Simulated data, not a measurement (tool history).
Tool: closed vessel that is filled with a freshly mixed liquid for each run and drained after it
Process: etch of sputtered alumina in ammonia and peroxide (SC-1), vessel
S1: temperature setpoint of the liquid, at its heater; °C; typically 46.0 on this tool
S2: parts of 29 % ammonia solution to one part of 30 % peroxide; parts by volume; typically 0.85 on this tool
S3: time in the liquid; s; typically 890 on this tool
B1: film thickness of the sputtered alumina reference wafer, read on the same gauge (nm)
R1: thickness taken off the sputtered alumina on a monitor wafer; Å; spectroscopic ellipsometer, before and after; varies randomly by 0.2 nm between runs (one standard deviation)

run,hour,S1,S2,S3,B1,R1
1,0.0,46.0,0.85,890,69.99,367.8
2,57.3,46.0,0.85,890,70.00,369.3
3,92.5,52.0,0.85,890,69.97,511.0
4,162.8,52.0,0.85,890,70.01,517.0
5,202.1,46.0,0.85,890,70.02,367.9
6,263.1,46.0,0.85,625,69.94,259.1
7,383.2,46.0,0.85,890,69.97,374.1
# hour 411.8: new drum of ammonia solution connected
8,416.5,46.0,0.85,890,70.01,379.5
9,461.2,46.0,0.85,890,69.96,374.9
10,485.9,46.0,0.85,890,70.03,372.9
11,531.1,46.0,0.85,890,70.01,376.7
12,573.9,51.0,0.85,890,70.03,500.7
13,611.4,41.5,0.50,1140,70.02,359.3
14,642.7,46.0,1.15,1155,70.05,502.7
15,697.2,38.0,0.50,1100,69.98,282.6
# hour 708.0: thermometer replaced
16,757.8,46.0,0.60,480,69.96,181.0
# hour 774.9: ammonia flow meter replaced
17,795.3,49.0,0.85,1165,70.04,542.4
18,854.6,54.0,0.85,890,70.02,536.1
19,911.9,52.0,0.85,890,70.01,495.3
# hour 932.0: gauge calibrated
# hour 936.2: new drum of ammonia solution connected
20,956.6,40.5,0.85,425,70.04,124.4
21,1008.8,46.0,0.60,890,70.01,341.7
22,1198.3,46.0,0.85,755,70.01,300.8
23,1235.1,46.0,0.85,890,69.98,358.9
24,1272.3,52.5,0.70,1180,69.99,668.2

Selected run-to-run steps in R1, each split into two signed amounts: the part the tool would show with no hidden state at all (from settings, incoming material and random variation), and the remainder, which goes to the hidden state together with any gauge scatter not common to the measured and the hidden-state-free results:
The hidden state here: liquid hotter than its thermometer reads (K); ammonia flow below the setpoint (%); ammonia solution weaker than its label (%); gauge reads high (%).
Run 14 -> 15: S1 46.0 -> 38.0, S2 1.15 -> 0.50, S3 1155 -> 1100. R1 -220.1 Å: hidden state -16.8, all else -203.3.
Run 15 -> 16: S1 38.0 -> 46.0, S2 0.50 -> 0.60, S3 1100 -> 480, thermometer replaced. R1 -101.6 Å: hidden state -25.6, all else -76.0.
Run 16 -> 17: S1 46.0 -> 49.0, S2 0.60 -> 0.85, S3 480 -> 1165, ammonia flow meter replaced. R1 +361.4 Å: hidden state +2.1, all else +359.3.
Run 19 -> 20: S1 52.0 -> 40.5, S3 890 -> 425, gauge calibrated, new drum of ammonia solution connected. R1 -370.9 Å: hidden state -3.8, all else -367.1.
